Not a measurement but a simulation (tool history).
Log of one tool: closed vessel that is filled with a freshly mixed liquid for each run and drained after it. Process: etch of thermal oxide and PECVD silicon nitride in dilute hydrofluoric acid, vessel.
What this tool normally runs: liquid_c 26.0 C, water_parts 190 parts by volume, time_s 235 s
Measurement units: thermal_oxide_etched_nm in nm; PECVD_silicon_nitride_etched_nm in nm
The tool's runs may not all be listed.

| run | hour | liquid_c | water_parts | time_s | read-back film thickness of the thermal oxide reference wafer, read on the same gauge (nm) | read-back film thickness of the PECVD silicon nitride reference wafer, read on the same gauge (nm) | thermal_oxide_etched_nm | PECVD_silicon_nitride_etched_nm |
|---|---|---|---|---|---|---|---|---|
| 1 | 0.0 | 22.0 | 190 | 235 | 140.00 | 129.99 | 5.23 | 4.65 |
| 2 | 33.1 | 26.0 | 190 | 235 | 140.00 | 130.00 | 6.06 | 5.88 |
| 3 | 93.5 | 26.0 | 190 | 235 | 139.99 | 129.99 | 6.08 | 6.02 |
| 4 | 144.3 | 26.0 | 190 | 235 | 140.00 | 130.01 | 6.11 | 6.04 |
| 5 | 202.4 | 26.0 | 190 | 235 | 140.01 | 130.01 | 6.12 | 6.05 |
| 6 | 263.4 | 26.0 | 140 | 235 | 140.00 | 130.01 | 8.79 | 8.23 |
| 7 | 321.4 | 26.0 | 140 | 235 | 140.01 | 130.03 | 8.75 | 8.28 |
| 8 | 350.5 | 26.0 | 140 | 235 | 140.00 | 130.05 | 8.78 | 8.21 |
| 9 | 377.3 | 26.0 | 190 | 235 | 140.00 | 129.98 | 6.12 | 6.10 |
|  | 395.9 | thermometer replaced |
| 10 | 406.6 | 26.0 | 190 | 235 | 140.02 | 130.02 | 6.15 | 6.03 |
|  | 417.6 | hydrofluoric acid flow meter replaced |
|  | 454.0 | gauge calibrated |
| 11 | 521.5 | 22.0 | 280 | 325 | 140.00 | 130.02 | 4.47 | 4.45 |
| 12 | 563.1 | 24.5 | 190 | 100 | 139.99 | 130.01 | 2.46 | 2.29 |
| 13 | 593.3 | 26.0 | 250 | 235 | 140.00 | 129.97 | 4.34 | 4.65 |
| 14 | 652.7 | 26.0 | 270 | 280 | 140.01 | 129.99 | 4.69 | 5.15 |
| 15 | 683.2 | 26.0 | 190 | 235 | 140.02 | 130.01 | 6.11 | 6.04 |
| 16 | 732.1 | 30.0 | 190 | 95 | 139.99 | 130.00 | 2.83 | 3.14 |
| 17 | 799.7 | 23.5 | 265 | 375 | 140.01 | 130.01 | 5.92 | 5.90 |
| 18 | 860.4 | 30.0 | 155 | 235 | 140.00 | 130.03 | 9.07 | 9.50 |
| 19 | 907.8 | 26.0 | 190 | 235 | 140.02 | 129.99 | 6.16 | 6.19 |
|  | 915.6 | hydrofluoric acid flow meter replaced |
| 20 | 950.9 | 28.5 | 190 | 170 | 139.99 | 130.02 | 4.78 | 5.13 |

Each row is a separate what-if for the run after 20, all from the same tool condition, not one after another. Results?
| A | 951.6 | 26.0 | 190 | 235 | ? | ? | ? | ? |
| B | 951.6 | 28.5 | 115 | 190 | ? | ? | ? | ? |
| C | 951.6 | 30.5 | 260 | 145 | ? | ? | ? | ? |
| D | 951.6 | 27.5 | 155 | 235 | ? | ? | ? | ? |
| E | 951.6 | 29.5 | 260 | 185 | ? | ? | ? | ? |

| run | read-back film thickness of the thermal oxide reference wafer, read on the same gauge (nm) | read-back film thickness of the PECVD silicon nitride reference wafer, read on the same gauge (nm) | thermal_oxide_etched_nm | PECVD_silicon_nitride_etched_nm |
|---|---|---|---|---|
| A | 140.00 | 129.98 | 6.06 | 5.92 |
| B | 140.00 | 129.98 | 9.73 | 9.26 |
| C | 140.00 | 129.98 | 2.95 | 3.48 |
| D | 140.00 | 129.98 | 8.17 | 7.97 |
| E | 140.00 | 129.98 | 3.64 | 4.19 |
Had the tool no hidden state, the same runs would have come out as:
| run | thermal_oxide_etched_nm | PECVD_silicon_nitride_etched_nm |
|---|---|---|
| A | 6.04 | 5.90 |
| B | 9.70 | 9.23 |
| C | 2.94 | 3.48 |
| D | 8.15 | 7.95 |
| E | 3.63 | 4.18 |
